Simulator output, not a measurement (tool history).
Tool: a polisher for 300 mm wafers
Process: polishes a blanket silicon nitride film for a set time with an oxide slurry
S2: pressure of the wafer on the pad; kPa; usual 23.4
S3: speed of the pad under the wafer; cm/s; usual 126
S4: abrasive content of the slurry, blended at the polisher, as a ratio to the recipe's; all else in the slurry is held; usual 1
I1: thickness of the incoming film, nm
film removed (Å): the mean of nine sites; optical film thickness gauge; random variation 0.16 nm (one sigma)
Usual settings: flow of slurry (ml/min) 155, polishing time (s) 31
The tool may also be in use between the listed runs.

Run 1, day 0: usual settings; I1 328.8. Result: film removed (Å) 200.
At day 2.85: conditioning disc replaced and pad reconditioned.
Run 2, day 4.146: usual settings; I1 330.5. Result: film removed (Å) 199.
Run 3, day 5.796: usual settings; I1 329.1. Result: film removed (Å) 197.
At day 6.467: worn pad replaced by a new one.
Run 4, day 9.017: usual settings but S3 142 cm/s; I1 332.7. Result: film removed (Å) 229.
At day 9.5: slurry nozzle cleaned.
Run 5, day 10.708: usual settings but S3 142 cm/s; I1 324.8. Result: film removed (Å) 220.
At day 11.371: slurry blender recalibrated.
Run 6, day 12.9: usual settings but S4 0.9; I1 326.1. Result: film removed (Å) 190.
At day 17.271: worn pad replaced by a new one.
Run 7, day 17.325: usual settings; I1 329.3. Result: film removed (Å) 216.
At day 17.458: conditioning disc replaced and pad reconditioned.
Run 8, day 19.842: usual settings; I1 326.5. Result: film removed (Å) 205.
At day 23.208: slurry nozzle cleaned.
Run 9, day 24.217: usual settings; I1 332.1. Result: film removed (Å) 201.
At day 26.242: slurry blender recalibrated.
At day 27.508: worn pad replaced by a new one.
At day 28.346: head pressure recalibrated.
Run 10, day 28.658: usual settings; I1 330.5. Result: film removed (Å) 210.
Run 11, day 30.25: usual settings but flow of slurry (ml/min) 185, polishing time (s) 41; I1 332.5. Result: film removed (Å) 272.
At day 34.662: conditioning disc replaced and pad reconditioned.
Run 12, day 34.683: usual settings but S4 1.25, polishing time (s) 26; I1 330.1. Result: film removed (Å) 182.
Run 13, day 36.338: usual settings but S2 31 kPa; I1 334.8. Result: film removed (Å) 239.
At day 38.612: slurry nozzle cleaned.
At day 40.079: worn pad replaced by a new one.
Run 14, day 40.808: usual settings but S2 15.9 kPa, S3 82 cm/s; I1 327.7. Result: film removed (Å) 119.
At day 41.238: slurry blender recalibrated.
Run 15, day 44.908: usual settings but S3 94 cm/s; I1 331.3. Result: film removed (Å) 160.
Run 16, day 48.762: usual settings but flow of slurry (ml/min) 115, S3 156 cm/s; I1 335.4. Result: film removed (Å) 228.
Run 17, day 50.467: usual settings but flow of slurry (ml/min) 120, S3 96 cm/s, S4 1.1, polishing time (s) 37; I1 326.2. Result: film removed (Å) 189.
At day 51.975: slurry nozzle cleaned.
At day 52.104: worn pad replaced by a new one.
Run 18, day 52.538: usual settings but flow of slurry (ml/min) 175; I1 333.6. Result: film removed (Å) 217.
At day 53.592: conditioning disc replaced and pad reconditioned.
At day 55.592: head pressure recalibrated.
At day 55.875: slurry blender recalibrated.
Run 19, day 55.892: usual settings; I1 330.9. Result: film removed (Å) 202.
Run 20, day 57.458: usual settings; I1 330.3. Result: film removed (Å) 201.

3 ways to go on from here, each from the tool as it stands after run 20. What would each give?
Run A, day 57.475: usual settings but S4 1.1; I1 328. Result: film removed (Å) ?.
Run B, day 57.475: usual settings but S2 16.5 kPa; I1 328. Result: film removed (Å) ?.
Run C, day 57.475: usual settings but S4 1.2; I1 328. Result: film removed (Å) ?.

run  film removed (Å)
  A               211
  B               163
  C               218
Without the tool's hidden state the same runs would have given:
run  film removed (Å)
  A               229
  B               178
  C               238
